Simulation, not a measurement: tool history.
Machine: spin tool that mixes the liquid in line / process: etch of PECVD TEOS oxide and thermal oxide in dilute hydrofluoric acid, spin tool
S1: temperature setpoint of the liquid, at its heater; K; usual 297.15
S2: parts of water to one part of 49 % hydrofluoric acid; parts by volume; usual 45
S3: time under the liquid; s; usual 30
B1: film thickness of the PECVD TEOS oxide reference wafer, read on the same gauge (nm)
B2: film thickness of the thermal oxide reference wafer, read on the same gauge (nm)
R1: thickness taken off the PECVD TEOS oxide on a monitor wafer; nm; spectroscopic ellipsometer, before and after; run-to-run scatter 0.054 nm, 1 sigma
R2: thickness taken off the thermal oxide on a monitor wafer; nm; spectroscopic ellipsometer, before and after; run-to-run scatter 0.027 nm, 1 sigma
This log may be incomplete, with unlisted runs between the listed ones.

run	hour	S1	S2	S3	B1	B2	R1	R2
1	0	297.15	45	30	149.95	70.023	9.24	3.39
2	65.7	300.65	60	30	150.01	70.006	7.68	2.836
3	107	300.65	60	30	150.03	70.024	7.73	2.879
4	131.6	300.65	60	30	150.04	69.999	7.73	2.886
5	193.1	297.15	45	30	149.98	70.005	9.17	3.398
6	254.6	297.15	45	30	150.01	70.013	9.12	3.389
# hour 291.4: gauge calibrated
7	326	297.15	45	15	150.01	70.023	4.56	1.682
8	354.8	297.15	45	25	149.99	70.004	7.55	2.769
9	425.2	296.15	45	30	150	69.974	8.72	3.195
# hour 438.8: thermometer replaced
10	473	295.15	45	30	149.99	69.967	7.47	2.764
11	544.1	297.15	45	30	150.02	69.995	8.1	2.996
# hour 604: hydrofluoric acid flow meter replaced
12	607.3	300.15	65	30	150.01	70.006	6.9	2.547
13	677.3	297.15	45	30	149.95	69.988	9.04	3.333
14	742.6	298.65	25	35	150	70.012	20.66	7.681
15	768.6	297.15	35	30	149.97	70.034	11.86	4.336
16	824.9	295.15	60	15	150.01	70.003	3.07	1.132
17	859.8	300.15	45	35	150.02	69.993	11.91	4.369
18	899.6	293.65	55	25	150.01	69.992	5.26	1.963

What if the next run were any one of these 3? Each begins from the tool's condition after run 18:
A	900	297.15	45	40	?	?	?	?
B	900	297.15	50	25	?	?	?	?
C	900	300.15	25	50	?	?	?	?

run	B1	B2	R1	R2
A	150	70.016	11.99	4.473
B	150	70.016	6.7	2.499
C	150	70.016	31.41	11.717
Had the tool no hidden state, the same runs would have come out as:
run	R1	R2
A	11.84	4.417
B	6.62	2.468
C	31	11.565
